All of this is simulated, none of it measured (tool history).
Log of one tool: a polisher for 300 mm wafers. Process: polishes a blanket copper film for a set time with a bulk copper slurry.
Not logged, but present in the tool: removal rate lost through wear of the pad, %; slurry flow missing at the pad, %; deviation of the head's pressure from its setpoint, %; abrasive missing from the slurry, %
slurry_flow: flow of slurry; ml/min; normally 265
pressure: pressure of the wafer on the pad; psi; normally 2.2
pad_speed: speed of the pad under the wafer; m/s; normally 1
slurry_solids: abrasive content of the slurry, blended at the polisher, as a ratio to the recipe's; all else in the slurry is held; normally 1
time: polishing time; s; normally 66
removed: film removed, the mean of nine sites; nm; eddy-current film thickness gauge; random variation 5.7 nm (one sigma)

run   hour  slurry_flow  pressure  pad_speed  slurry_solids  time  wafers since the last listed run  wafers polished on this pad  hours since the slurry nozzle was cleaned  hours since the head pressure was calibrated  hours since the slurry blender was calibrated  incoming thickness of the incoming film, nm  removed
  1      0          265       2.2          1              1    66                                 0                          652                                      213.8                                         617.9                                          102.3                                         3757    436.6
      10.5  -- slurry nozzle cleaned
  2   17.3          265       2.2          1              1    66                               103                          756                                        6.8                                         635.2                                          119.6                                       3828.9    463.7
  3   34.2          265       2.2          1              1    66                               107                          864                                       23.7                                         652.1                                          136.5                                       3866.6    461.1
  4   41.2          265       2.2          1              1    66                                44                          908                                       30.7                                         659.1                                          143.5                                       3803.3      469
  5   52.1          265       2.2          1              1    66                                69                          978                                       41.6                                           670                                          154.4                                       3769.7      462
  6   66.6          265       2.2          1              1    53                                92                         1071                                       56.1                                         684.5                                          168.9                                       3784.3    372.9
  7   83.3          265       2.2          1              1    66                               106                         1177                                       72.8                                         701.2                                          185.6                                       3833.7    460.7
  8   93.3          265       2.4          1              1    66                                63                         1241                                       82.8                                         711.2                                          195.6                                       3748.6    485.5
  9  104.4          265       2.2        1.1              1    66                                70                         1312                                       93.9                                         722.3                                          206.7                                       3847.3    498.7
     111.2  -- worn pad replaced by a new one
 10  112.2          265       2.2        1.1              1    66                                24                            6                                      101.7                                         730.1                                          214.5                                       3760.3    503.4
 11  126.1          265       2.2        1.1              1    66                                88                           94                                      115.6                                           744                                          228.4                                         3854    491.8
 12  137.4          265       2.2          1              1    66                                72                          166                                      126.9                                         755.3                                          239.7                                       3780.6    448.4
 13  146.7          265       2.2          1              1    66                                59                          226                                      136.2                                         764.6                                            249                                       3849.6    449.9
 14  160.2          265       2.2          1              1    66                                86                          312                                      149.7                                         778.1                                          262.5                                       3782.7      452
 15  168.4          230       2.2          1           0.75    84                                52                          364                                      157.9                                         786.3                                          270.7                                       3773.2      523
 16  185.2          265       2.2          1              1    66                               107                          471                                      174.7                                         803.1                                          287.5                                         3834    442.4
 17  195.2          265       2.9        1.1              1    66                                63                          535                                      184.7                                         813.1                                          297.5                                       3860.7    652.7
     198.1  -- head pressure recalibrated
 18  209.7          265       2.2          1              1    66                                79                          615                                      199.2                                          11.6                                            312                                         3815    439.8
       212  -- slurry blender recalibrated
 19  218.1          265       2.2          1              1    66                                40                          656                                      207.6                                            20                                            6.1                                         3782      440
 20  231.6          345       1.7          1              1    66                                86                          742                                      221.1                                          33.5                                           19.6                                       3825.2    350.4
 21  242.7          180       2.2          1            1.2    66                                70                          812                                      232.2                                          44.6                                           30.7                                       3825.2      419
 22  254.2          265       2.9          1            0.9    60                                73                          886                                      243.7                                          56.1                                           42.2                                       3887.1    516.2
     260.5  -- slurry nozzle cleaned
 23    269          230       2.2          1           0.75    84                                88                          974                                        8.5                                          70.9                                             57                                       3824.3      552
 24  280.2          265       2.2          1              1    66                                71                         1045                                       19.7                                          82.1                                           68.2                                       3777.1    454.9
 25  294.7          265       2.2          1            1.1    66                                92                         1138                                       34.2                                          96.6                                           82.7                                       3847.8    459.4
     321.3  -- worn pad replaced by a new one
 26  323.9          190       2.2          1              1    66                               160                           16                                       63.4                                         125.8                                          111.9                                       3847.3    426.6
 27  341.3          340       2.2       0.72              1    66                               110                          127                                       80.8                                         143.2                                          129.3                                       3854.6    335.8
 28  352.6          175       2.2          1           0.85    87                                72                          199                                       92.1                                         154.5                                          140.6                                       3872.4    542.6
 29  361.5          315       2.2        1.3           0.75    66                                56                          256                                        101                                         163.4                                          149.5                                       3739.4    570.1
 30  375.8          265       2.2       1.34              1    80                                91                          347                                      115.3                                         177.7                                          163.8                                       3784.7    735.2

How the hidden state differs across the entries between the runs, from the last listed run before each to the first after it:
Runs 1 to 2: slurry nozzle cleaned (hour 10.5)
  slurry flow missing at the pad, %: 35.2 -> 1.43
  measured value less the no-hidden-state value, removed: -26.1 -> -0.7 nm
Runs 9 to 10: worn pad replaced by a new one (hour 111.2)
  slurry flow missing at the pad, %: 14.7 -> 15.9
  measured value less the no-hidden-state value, removed: -9.2 -> -10.2 nm
Runs 17 to 18: head pressure recalibrated (hour 198.1)
  slurry flow missing at the pad, %: 28.5 -> 30.7
  measured value less the no-hidden-state value, removed: -28.4 -> -21.4 nm
Runs 18 to 19: slurry blender recalibrated (hour 212)
  slurry flow missing at the pad, %: 30.7 -> 32
  measured value less the no-hidden-state value, removed: -21.4 -> -22.7 nm
Runs 22 to 23: slurry nozzle cleaned (hour 260.5)
  slurry flow missing at the pad, %: 37.5 -> 4.73
  measured value less the no-hidden-state value, removed: -34.4 -> -3.3 nm
Runs 25 to 26: worn pad replaced by a new one (hour 321.3)
  slurry flow missing at the pad, %: 8.64 -> 13.1
  measured value less the no-hidden-state value, removed: -4.7 -> -9.6 nm

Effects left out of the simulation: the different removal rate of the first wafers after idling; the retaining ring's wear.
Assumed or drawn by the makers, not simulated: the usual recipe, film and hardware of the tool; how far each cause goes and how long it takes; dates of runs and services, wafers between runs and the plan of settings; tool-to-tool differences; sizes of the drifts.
